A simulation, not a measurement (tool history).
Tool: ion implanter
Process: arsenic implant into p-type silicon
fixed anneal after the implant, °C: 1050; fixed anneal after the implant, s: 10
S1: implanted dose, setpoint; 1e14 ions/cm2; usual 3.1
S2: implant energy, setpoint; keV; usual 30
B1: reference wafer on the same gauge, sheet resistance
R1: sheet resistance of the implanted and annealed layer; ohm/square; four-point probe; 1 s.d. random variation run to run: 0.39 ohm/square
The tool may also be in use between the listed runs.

run     day    S1    S2      B1      R1
  1       0  2.82    30     288   281.6
  2   0.529  2.82    30  287.99  281.47
  3   1.117  2.77  35.5  288.07  279.13
  4   1.538  2.77  35.5  287.89  279.06
  5     1.8   3.1    30  287.91  262.67
  6   2.488   3.1    30  288.13  263.24
      2.838  -- extraction supply calibrated
      2.896  -- gauge calibrated
  7   3.212   3.1    30  287.99  262.63
  8   3.925   3.1    30  287.96  262.46
  9   4.662   3.1    30  288.01   262.9
 10   5.321   3.1    30  287.92  262.75
 11    5.95  2.67    30  288.06  294.37
 12   6.271  3.51    30  287.98  238.79
 13   6.608  3.51    30  287.87  239.37
 14   7.262  3.42    38  287.99  236.62
 15   7.912  2.33  33.5  288.08  321.52
 16   8.204  3.42    38  288.08  236.36
 17   8.454  2.63    30  288.18   297.9
 18   8.762   3.1    30  287.91  263.67
 19   9.425  2.81    30  288.03  283.14
 20   9.754  3.92    22  288.07  230.14
 21  10.079   3.1    21  288.03  276.68
 22  10.542  2.19  26.5  287.81  348.68
 23    10.9   3.1    30   288.1  263.53
     11.658  -- Faraday cup replaced and dose calibrated
 24  11.679  3.63    33  288.03  227.35
 25  12.329   3.1    30  288.07  259.25
 26  13.017  2.34  36.5  287.84  313.21
 27  13.438   3.1    30  288.06  260.55
 28  14.158  3.36    37  287.86  237.44
     14.542  -- gauge calibrated
 29  14.892  3.77    30  287.78  224.34
 30  15.346  2.24  37.5  287.91  321.53
 31  16.021  3.86    34  288.13  216.32
 32  16.654   3.1  20.5  288.09  273.94
 33  17.175   3.1    30   288.2  260.85
 34  17.546  3.38    26  287.99  249.35
 35  18.217   3.1  27.5  288.06  263.92
 36  18.667   2.2    36     288  329.43

Consider 5 possible next runs. They are alternatives, not a sequence: every one starts from the tool as it was left by run 36. What does each give?
  A  18.683   3.1    30   ?   ?
  B  18.683   3.1  34.5   ?   ?
  C  18.683  3.49    20   ?   ?
  D  18.683  2.71    30   ?   ?
  E  18.683   3.1    38   ?   ?

run      B1      R1
  A  287.98  260.62
  B  287.98  255.54
  C  287.98   251.5
  D  287.98  288.45
  E  287.98  252.06
Without the tool's unlogged condition, the same runs would have read:
run      R1
  A   260.1
  B  255.03
  C     251
  D  287.88
  E  251.55
